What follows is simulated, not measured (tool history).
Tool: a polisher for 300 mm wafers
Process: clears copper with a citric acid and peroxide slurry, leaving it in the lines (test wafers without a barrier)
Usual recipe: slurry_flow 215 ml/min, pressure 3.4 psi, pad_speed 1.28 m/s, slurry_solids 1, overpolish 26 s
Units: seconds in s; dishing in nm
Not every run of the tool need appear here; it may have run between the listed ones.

| run | hour | slurry_flow | pressure | pad_speed | slurry_solids | overpolish | wafers since the last listed run | wafers polished on this pad | hours since the slurry nozzle was cleaned | hours since the head pressure was calibrated | hours since the slurry blender was calibrated | incoming thickness of the incoming film, nm | seconds | dishing |
|---|---|---|---|---|---|---|---|---|---|---|---|---|---|---|
| 1 | 0 | 215 | 3.4 | 1.46 | 1 | 26 | 0 | 77 | 457.6 | 1167.3 | 126 | 446.4 | 114.3 | 57.7 |
|  | 6 | slurry blender recalibrated |
| 2 | 17.2 | 215 | 3.4 | 1.46 | 1 | 26 | 90 | 168 | 474.8 | 1184.5 | 11.2 | 449 | 118 | 59.7 |
| 3 | 28.6 | 215 | 3.4 | 1.46 | 1 | 26 | 68 | 236 | 486.2 | 1195.9 | 22.6 | 445.8 | 116.1 | 56.1 |
| 4 | 75 | 215 | 3.4 | 1.28 | 1.2 | 26 | 277 | 513 | 532.6 | 1242.3 | 69 | 449.5 | 129.8 | 55.1 |
| 5 | 82.2 | 215 | 3.4 | 1.28 | 1 | 26 | 43 | 556 | 539.8 | 1249.5 | 76.2 | 452.5 | 137.2 | 55.1 |
| 6 | 89.2 | 215 | 3.4 | 1.28 | 1 | 36 | 41 | 598 | 546.8 | 1256.5 | 83.2 | 447.1 | 131.6 | 66.5 |
| 7 | 106.1 | 215 | 3.4 | 1.28 | 1 | 36 | 100 | 699 | 563.7 | 1273.4 | 100.1 | 440.1 | 131 | 65.7 |
|  | 111.2 | slurry nozzle cleaned |
| 8 | 120.2 | 215 | 3.4 | 1.28 | 1 | 36 | 78 | 777 | 9 | 1287.5 | 114.2 | 451.2 | 135.6 | 65.1 |
| 9 | 147.2 | 215 | 3.4 | 1.28 | 1 | 26 | 161 | 938 | 36 | 1314.5 | 141.2 | 451 | 137.3 | 53.2 |
|  | 154.3 | slurry blender recalibrated |
|  | 154.5 | head pressure recalibrated |
| 10 | 162.9 | 215 | 2.6 | 1.28 | 1 | 26 | 80 | 1019 | 51.7 | 8.4 | 8.6 | 440.1 | 163.7 | 45.1 |
| 11 | 172.5 | 215 | 3.4 | 1.28 | 1 | 26 | 57 | 1076 | 61.3 | 18 | 18.2 | 444.9 | 139 | 52.1 |
|  | 183.3 | worn pad replaced by a new one |
| 12 | 183.8 | 215 | 2.7 | 1.28 | 0.8 | 26 | 43 | 3 | 72.6 | 29.3 | 29.5 | 444.7 | 151.3 | 49.8 |
| 13 | 197.4 | 175 | 2.5 | 1.28 | 1 | 26 | 81 | 84 | 86.2 | 42.9 | 43.1 | 451.6 | 163.6 | 46.6 |
| 14 | 208 | 215 | 3.4 | 1.28 | 1 | 26 | 63 | 147 | 96.8 | 53.5 | 53.7 | 444.1 | 125.3 | 55.6 |
| 15 | 217 | 185 | 3.4 | 1.28 | 1 | 34 | 53 | 201 | 105.8 | 62.5 | 62.7 | 440.3 | 126.7 | 64.3 |
| 16 | 252.9 | 195 | 3.4 | 1.28 | 0.8 | 26 | 214 | 415 | 141.7 | 98.4 | 98.6 | 443.7 | 135.8 | 53.3 |
| 17 | 261.1 | 215 | 3.4 | 1.28 | 1 | 26 | 48 | 464 | 149.9 | 106.6 | 106.8 | 457.1 | 133.3 | 55.1 |
| 18 | 268.6 | 165 | 2.4 | 1 | 1 | 31 | 44 | 509 | 157.4 | 114.1 | 114.3 | 440.9 | 204.3 | 43.4 |
| 19 | 283.7 | 215 | 3.4 | 0.92 | 0.85 | 26 | 90 | 599 | 172.5 | 129.2 | 129.4 | 457 | 171.6 | 46.5 |

Hidden state at the last listed run before each entry between runs and at the first one after, where it differs:
Logged between run 1 and run 2: slurry blender recalibrated (hour 6)
  removal rate lost through wear of the pad, %: 1.62 -> 1.81
  measured value less the no-hidden-state value, seconds: +1.9 -> +2.1 s; dishing: -0.6 -> -0.7 nm
Logged between run 7 and run 8: slurry nozzle cleaned (hour 111.2)
  removal rate lost through wear of the pad, %: 5.26 -> 6.19
  measured value less the no-hidden-state value, seconds: +6.9 -> +8.4 s; dishing: -2.2 -> -2.5 nm
Logged between run 9 and run 10: slurry blender recalibrated (hour 154.3); head pressure recalibrated (hour 154.5)
  removal rate lost through wear of the pad, %: 8.25 -> 9.62
  measured value less the no-hidden-state value, seconds: +11.3 -> +15.7 s; dishing: -3.2 -> -3.5 nm
Logged between run 11 and run 12: worn pad replaced by a new one (hour 183.3)
  removal rate lost through wear of the pad, %: 10.5 -> 0.737
  measured value less the no-hidden-state value, seconds: +14.6 -> +1.1 s; dishing: -4.2 -> -0.3 nm
